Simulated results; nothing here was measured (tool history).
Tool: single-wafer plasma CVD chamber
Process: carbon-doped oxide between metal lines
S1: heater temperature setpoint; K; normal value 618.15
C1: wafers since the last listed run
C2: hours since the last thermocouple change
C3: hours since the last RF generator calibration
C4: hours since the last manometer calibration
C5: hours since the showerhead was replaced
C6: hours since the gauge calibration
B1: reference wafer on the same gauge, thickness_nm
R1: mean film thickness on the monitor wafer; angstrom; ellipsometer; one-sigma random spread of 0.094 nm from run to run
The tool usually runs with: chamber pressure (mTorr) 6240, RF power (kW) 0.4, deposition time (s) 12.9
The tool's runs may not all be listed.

Run 1, hour 0: usual settings; C1 0; C2 1092.1; C3 1552.2; C4 1419.4; C5 7100.3; C6 57.5; B1 54.816. Result: R1 589.7 angstrom.
Run 2, hour 7.4: usual settings; C1 168; C2 1099.5; C3 1559.6; C4 1426.8; C5 7107.7; C6 64.9; B1 54.806. Result: R1 588.37 angstrom.
Run 3, hour 13.4: usual settings; C1 136; C2 1105.5; C3 1565.6; C4 1432.8; C5 7113.7; C6 70.9; B1 54.796. Result: R1 589.47 angstrom.
Run 4, hour 30.5: usual settings; C1 389; C2 1122.6; C3 1582.7; C4 1449.9; C5 7130.8; C6 88; B1 54.789. Result: R1 590.26 angstrom.
Run 5, hour 45.3: usual settings; C1 336; C2 1137.4; C3 1597.5; C4 1464.7; C5 7145.6; C6 102.8; B1 54.788. Result: R1 590.3 angstrom.
Run 6, hour 56: usual settings; C1 243; C2 1148.1; C3 1608.2; C4 1475.4; C5 7156.3; C6 113.5; B1 54.816. Result: R1 589.28 angstrom.
Run 7, hour 68.6: usual settings; C1 286; C2 1160.7; C3 1620.8; C4 1488; C5 7168.9; C6 126.1; B1 54.793. Result: R1 590.11 angstrom.
Run 8, hour 77.5: usual settings; C1 202; C2 1169.6; C3 1629.7; C4 1496.9; C5 7177.8; C6 135; B1 54.776. Result: R1 590.26 angstrom.
Run 9, hour 85.3: usual settings; C1 177; C2 1177.4; C3 1637.5; C4 1504.7; C5 7185.6; C6 142.8; B1 54.785. Result: R1 589.67 angstrom.
Run 10, hour 97.1: usual settings; C1 268; C2 1189.2; C3 1649.3; C4 1516.5; C5 7197.4; C6 154.6; B1 54.798. Result: R1 589.9 angstrom.
Run 11, hour 110.2: usual settings; C1 298; C2 1202.3; C3 1662.4; C4 1529.6; C5 7210.5; C6 167.7; B1 54.792. Result: R1 590.38 angstrom.
Run 12, hour 118.4: usual settings but deposition time (s) 11.5; C1 186; C2 1210.5; C3 1670.6; C4 1537.8; C5 7218.7; C6 175.9; B1 54.809. Result: R1 526.23 angstrom.
Run 13, hour 126.4: usual settings but deposition time (s) 11.5; C1 182; C2 1218.5; C3 1678.6; C4 1545.8; C5 7226.7; C6 183.9; B1 54.798. Result: R1 527.28 angstrom.
At hour 139.5: thermocouple changed; heater temperature recalibrated.
Run 14, hour 140: usual settings but deposition time (s) 11.5; C1 127; C2 0.5; C3 1692.2; C4 1559.4; C5 7240.3; C6 197.5; B1 54.799. Result: R1 525.53 angstrom.
Run 15, hour 144: usual settings but S1 629.15 K, RF power (kW) 0.45; C1 91; C2 4.5; C3 1696.2; C4 1563.4; C5 7244.3; C6 201.5; B1 54.803. Result: R1 641.35 angstrom.
Run 16, hour 152: usual settings but S1 610.15 K, chamber pressure (mTorr) 5510, deposition time (s) 13.9; C1 182; C2 12.5; C3 1704.2; C4 1571.4; C5 7252.3; C6 209.5; B1 54.789. Result: R1 636.59 angstrom.
Run 17, hour 165.5: usual settings but S1 612.15 K, RF power (kW) 0.33; C1 307; C2 26; C3 1717.7; C4 1584.9; C5 7265.8; C6 223; B1 54.791. Result: R1 491.26 angstrom.
Run 18, hour 174.6: usual settings but RF power (kW) 0.465, deposition time (s) 11.5; C1 207; C2 35.1; C3 1726.8; C4 1594; C5 7274.9; C6 232.1; B1 54.804. Result: R1 606.37 angstrom.
At hour 194.1: RF generator calibrated.
At hour 201: capacitance manometer re-zeroed and calibrated.
Run 19, hour 201.5: usual settings; C1 271; C2 62; C3 7.4; C4 0.5; C5 7301.8; C6 259; B1 54.775. Result: R1 617.17 angstrom.
Run 20, hour 201.8: usual settings but S1 623.15 K, chamber pressure (mTorr) 4760, RF power (kW) 0.34, deposition time (s) 10.5; C1 6; C2 62.3; C3 7.7; C4 0.8; C5 7302.1; C6 259.3; B1 54.802. Result: R1 406.17 angstrom.
Run 21, hour 208.3: usual settings but RF power (kW) 0.455; C1 147; C2 68.8; C3 14.2; C4 7.3; C5 7308.6; C6 265.8; B1 54.81. Result: R1 695.54 angstrom.
Run 22, hour 220.9: usual settings; C1 286; C2 81.4; C3 26.8; C4 19.9; C5 7321.2; C6 278.4; B1 54.773. Result: R1 618.82 angstrom.
At hour 229.1: gauge calibrated.
At hour 230.4: showerhead replaced.
Run 23, hour 235: usual settings but S1 612.15 K, RF power (kW) 0.44, deposition time (s) 11; C1 138; C2 95.5; C3 40.9; C4 34; C5 4.6; C6 5.9; B1 54.791. Result: R1 585.67 angstrom.
Run 24, hour 246.4: usual settings but S1 632.15 K, chamber pressure (mTorr) 7150, RF power (kW) 0.375; C1 259; C2 106.9; C3 52.3; C4 45.4; C5 16; C6 17.3; B1 54.801. Result: R1 566.48 angstrom.
Run 25, hour 255.6: usual settings but RF power (kW) 0.335; C1 209; C2 116.1; C3 61.5; C4 54.6; C5 25.2; C6 26.5; B1 54.784. Result: R1 515.11 angstrom.
Run 26, hour 265.5: usual settings but S1 608.15 K, chamber pressure (mTorr) 6860, RF power (kW) 0.46, deposition time (s) 13.8; C1 225; C2 126; C3 71.4; C4 64.5; C5 35.1; C6 36.4; B1 54.808. Result: R1 775.76 angstrom.
Run 27, hour 274: usual settings but S1 623.15 K, chamber pressure (mTorr) 4760, RF power (kW) 0.34, deposition time (s) 10.5; C1 193; C2 134.5; C3 79.9; C4 73; C5 43.6; C6 44.9; B1 54.813. Result: R1 403.8 angstrom.
Run 28, hour 291: usual settings but S1 610.15 K, chamber pressure (mTorr) 5260; C1 386; C2 151.5; C3 96.9; C4 90; C5 60.6; C6 61.9; B1 54.795. Result: R1 614.05 angstrom.

What differs in the tool's unlogged condition from the final listed run ahead of each entry between runs to the first listed run following it?
Logged between run 13 and run 14: thermocouple changed; heater temperature recalibrated (hour 139.5)
  nothing in the hidden state changes from one run to the other
  measured value less the no-hidden-state value, R1: -31.42 -> -31.36 angstrom
Logged between run 18 and run 19: RF generator calibrated (hour 194.1); capacitance manometer re-zeroed and calibrated (hour 201)
  delivered RF power above the setpoint (%): -5.79 -> -0.854
  measured value less the no-hidden-state value, R1: -31.69 -> -5.05 angstrom
Logged between run 22 and run 23: gauge calibrated (hour 229.1); showerhead replaced (hour 230.4)
  delivered RF power above the setpoint (%): -1.01 -> -1.13
  measured value less the no-hidden-state value, R1: -6.02 -> -6.34 angstrom
